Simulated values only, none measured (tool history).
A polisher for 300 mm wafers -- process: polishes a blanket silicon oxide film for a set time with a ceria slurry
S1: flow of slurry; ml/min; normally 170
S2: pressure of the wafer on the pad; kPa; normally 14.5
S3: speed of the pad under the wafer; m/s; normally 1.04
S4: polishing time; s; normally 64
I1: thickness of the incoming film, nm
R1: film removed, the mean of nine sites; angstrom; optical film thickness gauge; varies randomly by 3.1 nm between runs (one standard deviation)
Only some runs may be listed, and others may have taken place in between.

run,hour,S1,S2,S3,S4,I1,R1
1,0.0,170,14.5,1.04,64,812.3,2310
2,14.0,170,14.5,1.04,64,821.2,2285
3,24.8,170,14.5,1.04,64,830.6,2231
# hour 37.1: worn pad replaced by a new one
4,37.6,170,14.5,1.04,64,831.7,2081
5,45.6,170,14.5,1.04,64,820.6,2103
# hour 57.2: slurry nozzle cleaned
6,57.7,170,14.5,1.04,64,830.5,2017
# hour 67.4: head pressure recalibrated
7,67.9,170,15.9,1.04,64,819.0,2081
# hour 72.1: worn pad replaced by a new one, repeated, since the last time left the tool worse
8,97.5,170,14.5,1.28,48,826.0,2029
9,107.1,170,14.5,1.04,64,843.6,2173
# hour 119.7: worn pad replaced by a new one
10,120.2,170,14.5,1.04,43,826.5,1528
11,126.1,170,9.7,1.04,84,841.1,2363
12,137.4,185,14.5,1.04,64,831.3,2296
13,148.6,220,14.5,0.90,82,829.2,2654
# hour 161.8: worn pad replaced by a new one
14,162.3,170,14.5,1.04,74,835.8,2700
15,179.6,170,14.5,1.04,64,819.6,2282

What was the tool's hidden state at every run in the log?
slurry flow missing at the pad, %: 0 on each run
deviation of the head's pressure from its setpoint, %: 0 on each run
H1: removal rate lost through wear of the pad, %
run,H1
1,1.01
2,2.2
3,4.17
4,11
5,11.2
6,12.6
7,14.7
8,3.71
9,6
10,0.535
11,0.697
12,1.77
13,3.83
14,0.00821
15,1.26
